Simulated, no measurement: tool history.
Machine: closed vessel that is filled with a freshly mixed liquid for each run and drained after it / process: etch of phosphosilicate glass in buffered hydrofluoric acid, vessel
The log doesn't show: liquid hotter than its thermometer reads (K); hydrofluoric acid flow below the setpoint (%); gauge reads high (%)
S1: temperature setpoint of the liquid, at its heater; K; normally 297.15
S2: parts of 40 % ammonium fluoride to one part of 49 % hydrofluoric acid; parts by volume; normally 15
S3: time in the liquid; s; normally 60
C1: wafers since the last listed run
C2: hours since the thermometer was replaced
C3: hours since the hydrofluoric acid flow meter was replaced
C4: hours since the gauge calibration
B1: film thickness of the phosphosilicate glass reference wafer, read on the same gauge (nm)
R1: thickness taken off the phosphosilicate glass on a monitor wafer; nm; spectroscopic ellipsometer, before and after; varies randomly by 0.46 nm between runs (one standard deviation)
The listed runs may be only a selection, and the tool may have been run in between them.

| run | hour | S1 | S2 | S3 | C1 | C2 | C3 | C4 | B1 | R1 |
|---|---|---|---|---|---|---|---|---|---|---|
| 1 | 0 | 293.15 | 15 | 60 | 0 | 1920.9 | 2419.1 | 191.8 | 129.98 | 124.33 |
| 2 | 8 | 293.15 | 15 | 60 | 906 | 1928.9 | 2427.1 | 199.8 | 130 | 124.92 |
| 3 | 22.2 | 293.15 | 15 | 60 | 1608 | 1943.1 | 2441.3 | 214 | 130 | 124.84 |
| 4 | 35.5 | 297.15 | 15 | 60 | 1506 | 1956.4 | 2454.6 | 227.3 | 130.02 | 155.3 |
| 5 | 42.9 | 297.15 | 15 | 60 | 838 | 1963.8 | 2462 | 234.7 | 129.97 | 154.49 |
| 6 | 71.7 | 297.15 | 15 | 60 | 3262 | 1992.6 | 2490.8 | 263.5 | 129.96 | 154.29 |
| 7 | 89.2 | 297.15 | 15 | 60 | 1982 | 2010.1 | 2508.3 | 281 | 130.04 | 154.93 |
| 8 | 104.9 | 297.15 | 15 | 60 | 1778 | 2025.8 | 2524 | 296.7 | 129.97 | 154.21 |
| 9 | 122.8 | 297.15 | 15 | 60 | 2027 | 2043.7 | 2541.9 | 314.6 | 130.01 | 155.44 |
| 10 | 137.8 | 295.65 | 15 | 60 | 1699 | 2058.7 | 2556.9 | 329.6 | 130 | 143.11 |
| 11 | 143.8 | 297.15 | 13 | 70 | 679 | 2064.7 | 2562.9 | 335.6 | 129.99 | 208.42 |
|  | 153.7 | gauge calibrated |
| 12 | 156.8 | 297.15 | 9.5 | 35 | 1472 | 2077.7 | 2575.9 | 3.1 | 129.98 | 141.66 |
|  | 158.3 | thermometer replaced |
| 13 | 167.8 | 295.15 | 15 | 60 | 1132 | 9.5 | 2586.9 | 14.1 | 130 | 119.87 |
| 14 | 177.2 | 297.15 | 15 | 30 | 1064 | 18.9 | 2596.3 | 23.5 | 130.03 | 66.7 |
| 15 | 186.4 | 293.15 | 15 | 30 | 1042 | 28.1 | 2605.5 | 32.7 | 130.02 | 53.53 |
|  | 198.8 | hydrofluoric acid flow meter replaced |
| 16 | 200.8 | 293.15 | 15 | 60 | 1518 | 42.5 | 2 | 47.1 | 130 | 119.91 |
| 17 | 218.6 | 292.65 | 18 | 60 | 2016 | 60.3 | 19.8 | 64.9 | 130.01 | 97.57 |
| 18 | 234.9 | 293.15 | 9.5 | 45 | 1846 | 76.6 | 36.1 | 81.2 | 130.01 | 139.76 |
| 19 | 241.3 | 294.15 | 15 | 60 | 725 | 83 | 42.5 | 87.6 | 130 | 126.46 |
| 20 | 253.7 | 297.15 | 15 | 60 | 1404 | 95.4 | 54.9 | 100 | 130 | 150.04 |
| 21 | 295.2 | 301.15 | 15 | 60 | 4701 | 136.9 | 96.4 | 141.5 | 129.96 | 186.46 |

Alternative continuations, all from the tool just after run 21; predict every row:
| A | 295.9 | 297.15 | 10 | 60 | 79 | 137.6 | 97.1 | 142.2 | ? | ? |
| B | 295.9 | 293.65 | 12 | 30 | 79 | 137.6 | 97.1 | 142.2 | ? | ? |
| C | 295.9 | 297.15 | 13 | 80 | 79 | 137.6 | 97.1 | 142.2 | ? | ? |

| run | B1 | R1 |
|---|---|---|
| A | 130 | 222.92 |
| B | 130 | 76.95 |
| C | 130 | 230.05 |
Without the tool's unlogged condition, the same runs would have read:
| run | R1 |
|---|---|
| A | 224.17 |
| B | 77.35 |
| C | 231.38 |

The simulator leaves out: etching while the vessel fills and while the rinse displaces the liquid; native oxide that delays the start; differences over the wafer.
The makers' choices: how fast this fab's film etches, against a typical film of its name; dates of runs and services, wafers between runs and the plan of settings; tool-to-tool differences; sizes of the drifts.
